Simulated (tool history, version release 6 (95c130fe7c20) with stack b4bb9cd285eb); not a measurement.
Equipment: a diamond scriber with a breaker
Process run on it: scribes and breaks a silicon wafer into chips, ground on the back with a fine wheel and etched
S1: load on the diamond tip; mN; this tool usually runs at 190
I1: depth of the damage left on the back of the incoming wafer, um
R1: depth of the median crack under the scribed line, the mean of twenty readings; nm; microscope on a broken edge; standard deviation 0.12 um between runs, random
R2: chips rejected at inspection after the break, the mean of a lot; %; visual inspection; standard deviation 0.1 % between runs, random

run 1 hour=0.0 | S1=190 | I1=0.59 | R1=8760 R2=8.50
run 2 hour=32.8 | S1=190 | I1=0.70 | R1=8700 R2=9.66
run 3 hour=68.4 | S1=190 | I1=0.36 | R1=8520 R2=9.71
run 4 hour=89.9 | S1=190 | I1=0.48 | R1=8470 R2=9.98
run 5 hour=139.5 | S1=214 | I1=0.76 | R1=8730 R2=6.68
run 6 hour=152.2 | S1=231 | I1=0.55 | R1=9290 R2=5.36
run 7 hour=180.7 | S1=231 | I1=0.51 | R1=9230 R2=5.71
-- hour=194.3 diamond tip replaced by a new one
run 8 hour=208.9 | S1=190 | I1=0.71 | R1=10130 R2=2.70
run 9 hour=239.2 | S1=190 | I1=0.44 | R1=10200 R2=2.59
run 10 hour=255.7 | S1=190 | I1=0.44 | R1=9960 R2=2.56
run 11 hour=288.2 | S1=163 | I1=0.35 | R1=9230 R2=5.99
-- hour=294.2 load on the tip recalibrated
run 12 hour=320.9 | S1=190 | I1=0.68 | R1=10440 R2=1.84
run 13 hour=356.0 | S1=213 | I1=0.55 | R1=11150 R2=1.64
run 14 hour=375.8 | S1=228 | I1=0.34 | R1=11250 R2=1.50
run 15 hour=399.7 | S1=162 | I1=0.63 | R1=9270 R2=5.34
run 16 hour=433.8 | S1=243 | I1=0.34 | R1=11700 R2=1.90
run 17 hour=468.3 | S1=190 | I1=0.60 | R1=10040 R2=2.83
run 18 hour=494.6 | S1=141 | I1=0.53 | R1=8420 R2=10.44
run 19 hour=508.7 | S1=239 | I1=0.74 | R1=11110 R2=1.70
run 20 hour=540.1 | S1=190 | I1=0.35 | R1=9750 R2=3.55
run 21 hour=570.7 | S1=216 | I1=0.48 | R1=10290 R2=2.12
run 22 hour=585.1 | S1=190 | I1=0.72 | R1=9580 R2=3.90

Forecast each of these 5 alternatives for the next run:
run A hour=585.6 | S1=219 | I1=0.37 | R1=? R2=?
run B hour=585.6 | S1=245 | I1=0.37 | R1=? R2=?
run C hour=585.6 | S1=140 | I1=0.37 | R1=? R2=?
run D hour=585.6 | S1=234 | I1=0.37 | R1=? R2=?
run E hour=585.6 | S1=247 | I1=0.37 | R1=? R2=?

run=A R1=10420 R2=2.24
run=B R1=11100 R2=1.67
run=C R1=8220 R2=14.04
run=D R1=10810 R2=1.77
run=E R1=11150 R2=1.67
Had the tool no hidden state, the same runs would have come out as:
run=A R1=11990 R2=2.55
run=B R1=12770 R2=4.51
run=C R1=9460 R2=5.33
run=D R1=12440 R2=3.57
run=E R1=12830 R2=4.69
